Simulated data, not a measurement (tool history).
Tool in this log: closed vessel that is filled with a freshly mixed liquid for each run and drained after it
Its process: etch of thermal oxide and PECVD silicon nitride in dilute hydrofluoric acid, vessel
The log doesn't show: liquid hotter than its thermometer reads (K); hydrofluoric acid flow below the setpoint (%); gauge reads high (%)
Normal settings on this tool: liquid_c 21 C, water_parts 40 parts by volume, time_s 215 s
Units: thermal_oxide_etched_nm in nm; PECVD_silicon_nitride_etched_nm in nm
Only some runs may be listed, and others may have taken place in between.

run    hour  liquid_c  water_parts  time_s  wafers since the last listed run  hours since the thermometer was replaced  hours since the hydrofluoric acid flow meter was replaced  hours since the gauge calibration  read-back film thickness of the thermal oxide reference wafer, read on the same gauge (nm)  read-back film thickness of the PECVD silicon nitride reference wafer, read on the same gauge (nm)  thermal_oxide_etched_nm  PECVD_silicon_nitride_etched_nm
  1       0        24           40     140                                 0                                    2093.6                                                      631.3                              879.8                                                                                      140.01                                                                                               79.99                    21.51                             5.55
  2    61.9        24           40     280                              6571                                    2155.5                                                      693.2                              941.7                                                                                      140.01                                                                                               80.02                    43.12                            11.03
  3   183.7        24           40     280                             12930                                    2277.3                                                        815                             1063.5                                                                                      140.02                                                                                                  80                    43.18                            11.28
  4   230.6        24           40     280                              4978                                    2324.2                                                      861.9                             1110.4                                                                                      140.01                                                                                               80.02                    43.14                            11.17
  5   333.7        21           40     215                             10945                                    2427.3                                                        965                             1213.5                                                                                      140.02                                                                                               79.97                    29.57                             7.14
  6   635.5        21           40     215                             32039                                    2729.1                                                     1266.8                             1515.3                                                                                      140.02                                                                                                  80                    29.76                             7.08
  7   676.5        21           45     215                              4352                                    2770.1                                                     1307.8                             1556.3                                                                                      139.97                                                                                               79.98                    26.51                             6.32
  8     753        21           45     215                              8121                                    2846.6                                                     1384.3                             1632.8                                                                                         140                                                                                               80.01                    26.45                             6.45
  9     796        21           45     215                              4564                                    2889.6                                                     1427.3                             1675.8                                                                                      140.01                                                                                               80.04                     26.4                              6.5
      816.5  -- thermometer replaced
 10   892.1        21           40     215                             10095                                      75.6                                                     1523.4                             1771.9                                                                                      140.01                                                                                                  80                    31.27                             7.87
 11   953.1        21           30     215                              6475                                     136.6                                                     1584.4                             1832.9                                                                                      139.97                                                                                               80.03                    42.07                            10.21
 12   994.8        21           40     215                              4426                                     178.3                                                     1626.1                             1874.6                                                                                      140.03                                                                                               79.99                    31.42                             7.75
     1049.6  -- gauge calibrated
 13  1060.9      22.5           40     120                              7017                                     244.4                                                     1692.2                               11.3                                                                                      140.02                                                                                               79.96                    18.72                              4.9
     1116.9  -- thermometer replaced, repeated, since the last time left the tool worse
 14  1143.6        19           25     250                              8673                                      26.7                                                     1774.9                                 94                                                                                      140.01                                                                                               80.04                     47.4                            10.13
     1336.3  -- hydrofluoric acid flow meter replaced
 15  1411.8        26           40     215                             28366                                     294.9                                                       75.5                              362.2                                                                                      139.98                                                                                                  80                     34.3                             9.01
 16  1482.5        21           40     215                              7505                                     365.6                                                      146.2                              432.9                                                                                      140.01                                                                                               80.02                    27.79                             6.55
 17  1699.6        21           40     135                             23047                                     582.7                                                      363.3                                650                                                                                      139.97                                                                                               80.01                    17.59                             4.12
 18  1800.2        24           40     280                             10679                                     683.3                                                      463.9                              750.6                                                                                         140                                                                                               80.01                    41.78                            10.45
 19  1874.7        21           25     110                              7909                                     757.8                                                      538.4                              825.1                                                                                      139.99                                                                                               80.01                    23.73                             5.34
 20  1952.7      19.5           40     215                              8280                                     835.8                                                      616.4                              903.1                                                                                      140.01                                                                                                  80                    26.47                             5.91

What if the next run were any one of these 3? Each begins from the tool's condition after run 20:
  A  1953.4        21           40     215                                74                                     836.5                                                      617.1                              903.8                                                                                           ?                                                                                                   ?                        ?                                ?
  B  1953.4        23           20     255                                74                                     836.5                                                      617.1                              903.8                                                                                           ?                                                                                                   ?                        ?                                ?
  C  1953.4        23           40     215                                74                                     836.5                                                      617.1                              903.8                                                                                           ?                                                                                                   ?                        ?                                ?

run  read-back film thickness of the thermal oxide reference wafer, read on the same gauge (nm)  read-back film thickness of the PECVD silicon nitride reference wafer, read on the same gauge (nm)  thermal_oxide_etched_nm  PECVD_silicon_nitride_etched_nm
  A                                                                                      140.01                                                                                                  80                    28.11                             6.67
  B                                                                                      140.01                                                                                                  80                    74.49                             17.7
  C                                                                                      140.01                                                                                                  80                    30.57                             7.65
Without the tool's hidden state the same runs would have given:
run  thermal_oxide_etched_nm  PECVD_silicon_nitride_etched_nm
  A                    27.22                             6.33
  B                    72.12                             16.8
  C                    29.62                             7.26
